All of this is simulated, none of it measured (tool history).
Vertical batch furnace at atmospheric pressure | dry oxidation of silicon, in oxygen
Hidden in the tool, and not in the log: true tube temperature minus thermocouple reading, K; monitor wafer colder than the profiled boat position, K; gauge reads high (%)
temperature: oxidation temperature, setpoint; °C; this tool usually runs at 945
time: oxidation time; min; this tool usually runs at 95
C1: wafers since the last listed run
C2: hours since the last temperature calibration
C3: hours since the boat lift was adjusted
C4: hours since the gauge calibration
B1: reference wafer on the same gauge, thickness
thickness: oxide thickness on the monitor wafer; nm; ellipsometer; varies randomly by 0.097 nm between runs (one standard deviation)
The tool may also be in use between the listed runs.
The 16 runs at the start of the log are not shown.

{"run": 17, "hour": 1119.3, "temperature": 932, "time": 95, "C1": 530, "C2": 397.1, "C3": 130.8, "C4": 3083.7, "B1": 43.86, "thickness": 34.78}
{"run": 18, "hour": 1203.9, "temperature": 964, "time": 57.5, "C1": 775, "C2": 481.7, "C3": 215.4, "C4": 3168.3, "B1": 43.88, "thickness": 34.21}
{"run": 19, "hour": 1256.1, "temperature": 945, "time": 95, "C1": 478, "C2": 533.9, "C3": 267.6, "C4": 3220.5, "B1": 43.89, "thickness": 39.8}
{"run": 20, "hour": 1343.9, "temperature": 961, "time": 117, "C1": 804, "C2": 621.7, "C3": 355.4, "C4": 3308.3, "B1": 43.9, "thickness": 54.08}
{"run": 21, "hour": 1390.7, "temperature": 945, "time": 95, "C1": 429, "C2": 668.5, "C3": 402.2, "C4": 3355.1, "B1": 43.9, "thickness": 39.95}
{"run": 22, "hour": 1448.9, "temperature": 952, "time": 65, "C1": 533, "C2": 726.7, "C3": 460.4, "C4": 3413.3, "B1": 43.89, "thickness": 33.1}
{"run": 23, "hour": 1539.9, "temperature": 963, "time": 95, "C1": 834, "C2": 817.7, "C3": 551.4, "C4": 3504.3, "B1": 43.9, "thickness": 47.41}
{"hour": 1566.3, "done": "gauge calibrated"}
{"run": 24, "hour": 1616.8, "temperature": 964, "time": 56, "C1": 705, "C2": 894.6, "C3": 628.3, "C4": 50.5, "B1": 43.91, "thickness": 33.58}
{"run": 25, "hour": 1697.3, "temperature": 969, "time": 59, "C1": 738, "C2": 975.1, "C3": 708.8, "C4": 131, "B1": 43.88, "thickness": 36.05}
{"run": 26, "hour": 1733.4, "temperature": 936, "time": 95, "C1": 330, "C2": 1011.2, "C3": 744.9, "C4": 167.1, "B1": 43.85, "thickness": 36.11}
{"run": 27, "hour": 1807.0, "temperature": 955, "time": 126, "C1": 674, "C2": 1084.8, "C3": 818.5, "C4": 240.7, "B1": 43.92, "thickness": 54.12}
{"run": 28, "hour": 1895.3, "temperature": 922, "time": 68, "C1": 809, "C2": 1173.1, "C3": 906.8, "C4": 329, "B1": 43.91, "thickness": 25.02}
{"run": 29, "hour": 1942.8, "temperature": 945, "time": 137.5, "C1": 435, "C2": 1220.6, "C3": 954.3, "C4": 376.5, "B1": 43.88, "thickness": 51.94}
{"run": 30, "hour": 2261.4, "temperature": 964, "time": 95, "C1": 2920, "C2": 1539.2, "C3": 1272.9, "C4": 695.1, "B1": 43.9, "thickness": 47.96}
{"run": 31, "hour": 2348.0, "temperature": 945, "time": 95, "C1": 793, "C2": 1625.8, "C3": 1359.5, "C4": 781.7, "B1": 43.87, "thickness": 39.67}
{"run": 32, "hour": 2436.0, "temperature": 945, "time": 95, "C1": 806, "C2": 1713.8, "C3": 1447.5, "C4": 869.7, "B1": 43.92, "thickness": 40.05}
{"hour": 2485.4, "done": "thermocouples replaced and temperature profile calibrated"}
{"run": 33, "hour": 2498.6, "temperature": 933, "time": 110.5, "C1": 353, "C2": 13.2, "C3": 1510.1, "C4": 932.3, "B1": 43.9, "thickness": 39.06}
{"run": 34, "hour": 2639.7, "temperature": 965, "time": 129, "C1": 1293, "C2": 154.3, "C3": 1651.2, "C4": 1073.4, "B1": 43.87, "thickness": 59.63}
{"run": 35, "hour": 2709.7, "temperature": 964, "time": 132.5, "C1": 641, "C2": 224.3, "C3": 1721.2, "C4": 1143.4, "B1": 43.89, "thickness": 60.76}
{"run": 36, "hour": 2754.9, "temperature": 967, "time": 75.5, "C1": 414, "C2": 269.5, "C3": 1766.4, "C4": 1188.6, "B1": 43.93, "thickness": 42.15}
{"run": 37, "hour": 2831.5, "temperature": 958, "time": 134.5, "C1": 702, "C2": 346.1, "C3": 1843, "C4": 1265.2, "B1": 43.87, "thickness": 58.1}
{"run": 38, "hour": 2903.5, "temperature": 945, "time": 95, "C1": 660, "C2": 418.1, "C3": 1915, "C4": 1337.2, "B1": 43.93, "thickness": 39.86}
{"run": 39, "hour": 2973.6, "temperature": 933, "time": 114.5, "C1": 642, "C2": 488.2, "C3": 1985.1, "C4": 1407.3, "B1": 43.87, "thickness": 40}
{"run": 40, "hour": 3059.0, "temperature": 945, "time": 95, "C1": 782, "C2": 573.6, "C3": 2070.5, "C4": 1492.7, "B1": 43.88, "thickness": 39.73}

Below are 3 alternative next runs, each starting from the tool's condition after run 40. Predict each:
{"run": "A", "hour": 3064.5, "temperature": 945, "time": 95, "C1": 50, "C2": 579.1, "C3": 2076, "C4": 1498.2, "B1": "?", "thickness": "?"}
{"run": "B", "hour": 3064.5, "temperature": 928, "time": 123, "C1": 50, "C2": 579.1, "C3": 2076, "C4": 1498.2, "B1": "?", "thickness": "?"}
{"run": "C", "hour": 3064.5, "temperature": 922, "time": 123, "C1": 50, "C2": 579.1, "C3": 2076, "C4": 1498.2, "B1": "?", "thickness": "?"}

run=A B1=43.89 thickness=39.83
run=B B1=43.89 thickness=39.97
run=C B1=43.89 thickness=37.55
Without the tool's hidden state the same runs would have given:
run=A thickness=39.83
run=B thickness=39.97
run=C thickness=37.55
